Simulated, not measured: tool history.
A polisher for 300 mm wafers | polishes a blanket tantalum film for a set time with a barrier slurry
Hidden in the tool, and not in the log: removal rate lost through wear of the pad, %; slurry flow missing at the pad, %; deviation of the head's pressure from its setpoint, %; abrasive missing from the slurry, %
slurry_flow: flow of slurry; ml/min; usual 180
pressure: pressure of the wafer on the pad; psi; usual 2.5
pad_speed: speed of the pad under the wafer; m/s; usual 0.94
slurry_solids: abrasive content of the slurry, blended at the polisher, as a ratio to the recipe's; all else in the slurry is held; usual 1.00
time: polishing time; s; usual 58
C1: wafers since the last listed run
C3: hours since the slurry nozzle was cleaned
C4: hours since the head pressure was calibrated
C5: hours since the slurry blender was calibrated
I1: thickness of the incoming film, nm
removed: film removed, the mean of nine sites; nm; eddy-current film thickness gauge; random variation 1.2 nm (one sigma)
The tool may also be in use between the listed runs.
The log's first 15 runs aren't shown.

At hour 227.9: slurry nozzle cleaned.
Run 16, hour 228.5: usual settings but slurry_flow 220 ml/min, pad_speed 1.04 m/s, slurry_solids 1.15, time 53 s; C1 158; wafers polished on this pad 262; C3 0.6; C4 138.5; C5 244.7; I1 322.9. Result: removed 101.6 nm.
Run 17, hour 237.3: usual settings but slurry_flow 230 ml/min, pad_speed 1.22 m/s, slurry_solids 1.25, time 45 s; C1 89; wafers polished on this pad 352; C3 9.4; C4 147.3; C5 253.5; I1 323.7. Result: removed 107.5 nm.
Run 18, hour 252.8: usual settings but slurry_flow 205 ml/min, pad_speed 1.12 m/s; C1 158; wafers polished on this pad 510; C3 24.9; C4 162.8; C5 269.0; I1 319.0. Result: removed 117.3 nm.
Run 19, hour 263.4: usual settings but slurry_flow 235 ml/min, time 78 s; C1 108; wafers polished on this pad 618; C3 35.5; C4 173.4; C5 279.6; I1 315.4. Result: removed 134.6 nm.
Run 20, hour 274.1: usual settings but pressure 1.7 psi; C1 109; wafers polished on this pad 728; C3 46.2; C4 184.1; C5 290.3; I1 319.6. Result: removed 63.6 nm.
Run 21, hour 286.4: usual settings but pressure 2.1 psi; C1 125; wafers polished on this pad 853; C3 58.5; C4 196.4; C5 302.6; I1 321.8. Result: removed 79.5 nm.
Run 22, hour 294.6: usual settings but slurry_solids 0.75, time 50 s; C1 83; wafers polished on this pad 937; C3 66.7; C4 204.6; C5 310.8; I1 318.1. Result: removed 77.5 nm.
Run 23, hour 301.8: usual settings but pressure 3.2 psi, pad_speed 0.72 m/s, time 40 s; C1 73; wafers polished on this pad 1010; C3 73.9; C4 211.8; C5 318.0; I1 318.9. Result: removed 66.9 nm.

Forecast run 24:
Run 24, hour 311.8: usual settings but slurry_flow 135 ml/min; C1 102; wafers polished on this pad 1112; C3 83.9; C4 221.8; C5 328.0; I1 321.9. Result: removed ?.

{"run 24": {"removed": 90.6}}
Without the tool's hidden state the same run would have given removed 93.9 nm.
